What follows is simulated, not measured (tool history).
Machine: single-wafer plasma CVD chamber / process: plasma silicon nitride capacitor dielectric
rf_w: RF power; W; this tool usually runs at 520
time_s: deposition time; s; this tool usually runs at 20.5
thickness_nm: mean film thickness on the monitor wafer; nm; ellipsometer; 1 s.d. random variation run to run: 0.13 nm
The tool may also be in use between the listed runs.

run   hour  rf_w  time_s  wafers since the last listed run  hours since the last RF generator calibration  hours since the showerhead was replaced  hours since the gauge calibration  read-back reference wafer on the same gauge, thickness_nm  thickness_nm
  1    0.0   520    20.5                                 0                                         1389.1                                   6873.4                               93.7                                                     26.409        30.159
  2   13.6   520    20.5                               304                                         1402.7                                   6887.0                              107.3                                                     26.481        30.288
  3   37.6   520    20.5                               537                                         1426.7                                   6911.0                              131.3                                                     26.508        30.516
  4   67.3   595    20.5                               665                                         1456.4                                   6940.7                              161.0                                                     26.480        31.296
  5  100.1   595    20.5                               735                                         1489.2                                   6973.5                              193.8                                                     26.562        31.501
  6  129.0   595    20.5                               647                                         1518.1                                   7002.4                              222.7                                                     26.563        31.769
  7  159.9   520    20.5                               692                                         1549.0                                   7033.3                              253.6                                                     26.609        30.328
  8  178.1   520    20.5                               407                                         1567.2                                   7051.5                              271.8                                                     26.615        30.460
  9  196.5   520    20.5                               412                                         1585.6                                   7069.9                              290.2                                                     26.593        30.378
     207.5  -- showerhead replaced
 10  212.8   520    20.5                               186                                         1601.9                                      5.3                              306.5                                                     26.618        30.565
 11  232.7   520    20.5                               446                                         1621.8                                     25.2                              326.4                                                     26.577        30.516
 12  247.0   520    20.5                               320                                         1636.1                                     39.5                              340.7                                                     26.659        30.534
 13  282.2   520    17.9                               788                                         1671.3                                     74.7                              375.9                                                     26.613        26.614
     292.7  -- gauge calibrated
 14  303.2   595    20.5                               470                                         1692.3                                     95.7                               10.5                                                     26.249        30.914
 15  338.7   595    20.5                               795                                         1727.8                                    131.2                               46.0                                                     26.348        31.105
 16  351.9   615    16.7                               295                                         1741.0                                    144.4                               59.2                                                     26.367        25.675
 17  372.4   430    16.8                               459                                         1761.5                                    164.9                               79.7                                                     26.399        23.529
 18  403.0   415    17.7                               685                                         1792.1                                    195.5                              110.3                                                     26.449        24.657
     416.6  -- RF generator calibrated
 19  421.2   625    17.5                               228                                            4.6                                    213.7                              128.5                                                     26.538        27.373
 20  448.6   590    22.2                               614                                           32.0                                    241.1                              155.9                                                     26.514        34.060
 21  464.0   520    20.5                               345                                           47.4                                    256.5                              171.3                                                     26.480        30.380
 22  481.6   610    23.3                               394                                           65.0                                    274.1                              188.9                                                     26.530        36.087
 23  502.1   570    17.3                               459                                           85.5                                    294.6                              209.4                                                     26.596        26.462
 24  598.1   520    20.5                              2151                                          181.5                                    390.6                              305.4                                                     26.585        30.203
 25  615.4   595    20.5                               387                                          198.8                                    407.9                              322.7                                                     26.550        31.460
 26  630.4   465    20.5                               336                                          213.8                                    422.9                              337.7                                                     26.605        29.690
 27  659.1   460    17.0                               643                                          242.5                                    451.6                              366.4                                                     26.647        24.363

Each row is a separate what-if for the run after 27, all from the same tool condition, not one after another. Results?
  A  659.5   520    20.5                                 8                                          242.9                                    452.0                              366.8                                                          ?             ?
  B  659.5   615    22.0                                 8                                          242.9                                    452.0                              366.8                                                          ?             ?
  C  659.5   550    24.4                                 8                                          242.9                                    452.0                              366.8                                                          ?             ?
  D  659.5   480    23.1                                 8                                          242.9                                    452.0                              366.8                                                          ?             ?

run  read-back reference wafer on the same gauge, thickness_nm  thickness_nm
  A                                                     26.608        30.335
  B                                                     26.608        34.040
  C                                                     26.608        36.645
  D                                                     26.608        33.472
With no hidden state in the tool, these same runs would have given:
run  thickness_nm
  A        29.867
  B        33.515
  C        36.080
  D        32.956
